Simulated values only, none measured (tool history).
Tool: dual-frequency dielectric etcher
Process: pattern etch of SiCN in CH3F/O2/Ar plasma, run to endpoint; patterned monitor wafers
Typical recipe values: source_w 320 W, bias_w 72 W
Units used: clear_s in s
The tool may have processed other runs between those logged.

run,day,source_w,bias_w,wafers since the last listed run,hours since the last wet clean,hours since the last source power generator calibration,hours since the last bias power generator calibration,hours since the last upper electrode change,"incoming incoming film thickness, nm",clear_s
1,0,320,58,0,208.8,1827.1,2626.4,4062.6,10.35,37.7
2,0.554,300,80,169,222.1,1840.4,2639.7,4075.9,10.4,33.4
3,1.125,300,80,174,235.8,1854.1,2653.4,4089.6,10.37,33.4
4,1.488,320,72,110,244.5,1862.8,2662.1,4098.3,10.43,34.5
5,1.954,370,72,142,255.7,1874,2673.3,4109.5,10.28,31.8
6,2.475,320,65,159,268.2,1886.5,2685.8,4122,10.33,35.9
7,3.175,340,67,213,285,1903.3,2702.6,4138.8,10.37,34.4
8,3.796,340,67,189,299.9,1918.2,2717.5,4153.7,10.43,34.2
# day 5.346: upper electrode replaced
# day 5.662: wet clean of the chamber
9,5.683,340,67,174,0.5,1963.5,2762.8,8.1,10.28,34.8
10,5.696,320,72,3,0.8,1963.8,2763.1,8.4,10.27,34.6
11,5.775,320,72,24,2.7,1965.7,2765,10.3,10.43,35
12,6.388,320,72,187,17.4,1980.4,2779.7,25,10.4,34.9
13,6.858,360,72,143,28.7,1991.7,2791,36.3,10.27,32.8
14,7.354,360,72,151,40.6,2003.6,2802.9,48.2,10.54,33.5
15,7.954,240,87,183,55,2018,2817.3,62.6,10.39,35.8
16,8.571,350,78,188,69.8,2032.8,2832.1,77.4,10.36,32.1
17,8.879,320,57,94,77.2,2040.2,2839.5,84.8,10.26,38.1
18,9.588,320,72,216,94.2,2057.2,2856.5,101.8,10.48,35
19,10.083,340,78,151,106.1,2069.1,2868.4,113.7,10.46,32.8
20,10.475,320,62,119,115.5,2078.5,2877.8,123.1,10.33,37
# day 10.746: bias power generator calibrated
# day 10.908: source power generator calibrated
21,11.112,390,87,94,130.8,4.9,8.8,138.4,10.34,29.1
22,11.858,240,72,227,148.7,22.8,26.7,156.3,10.51,39.3
23,12.225,340,67,112,157.5,31.6,35.5,165.1,10.37,34.7
24,12.846,320,80,189,172.4,46.5,50.4,180,10.46,32.9
25,13.396,390,64,168,185.6,59.7,63.6,193.2,10.41,33.5
26,13.929,290,59,162,198.4,72.5,76.4,206,10.41,39.5
27,14.196,320,72,81,204.8,78.9,82.8,212.4,10.45,34.5
28,14.696,320,72,152,216.8,90.9,94.8,224.4,10.35,34
29,15.4,390,72,215,233.7,107.8,111.7,241.3,10.38,31.2
30,16.979,320,72,482,271.6,145.7,149.6,279.2,10.4,34.5
31,17.442,360,83,141,282.7,156.8,160.7,290.3,10.33,30.3
32,18.025,350,72,178,296.7,170.8,174.7,304.3,10.5,33.2
33,19.221,250,80,365,325.4,199.5,203.4,333,10.48,35.9
34,19.542,320,84,98,333.1,207.2,211.1,340.7,10.37,31.1
# day 21.142: wet clean of the chamber
35,21.3,300,80,231,3.8,249.4,253.3,382.9,10.48,34

Per-run results on a tool with no hidden state, each run keeping its own random variation:
The hidden state here: etch rate over this chamber's usual, %; source power that arrives over what is set, %; bias power that arrives over what is set, %.
run,clear_s
1,38.5
2,34.1
3,34.1
4,35.3
5,32.5
6,36.7
7,35.3
8,35.2
9,34.7
10,34.5
11,34.9
12,34.9
13,32.7
14,33.4
15,35.8
16,32.2
17,38.2
18,35.2
19,33
20,37.2
21,29.3
22,39.6
23,35.1
24,33.3
25,33.9
26,40.1
27,35
28,34.6
29,31.7
30,35.2
31,30.9
32,33.9
33,36.7
34,31.9
35,34.1

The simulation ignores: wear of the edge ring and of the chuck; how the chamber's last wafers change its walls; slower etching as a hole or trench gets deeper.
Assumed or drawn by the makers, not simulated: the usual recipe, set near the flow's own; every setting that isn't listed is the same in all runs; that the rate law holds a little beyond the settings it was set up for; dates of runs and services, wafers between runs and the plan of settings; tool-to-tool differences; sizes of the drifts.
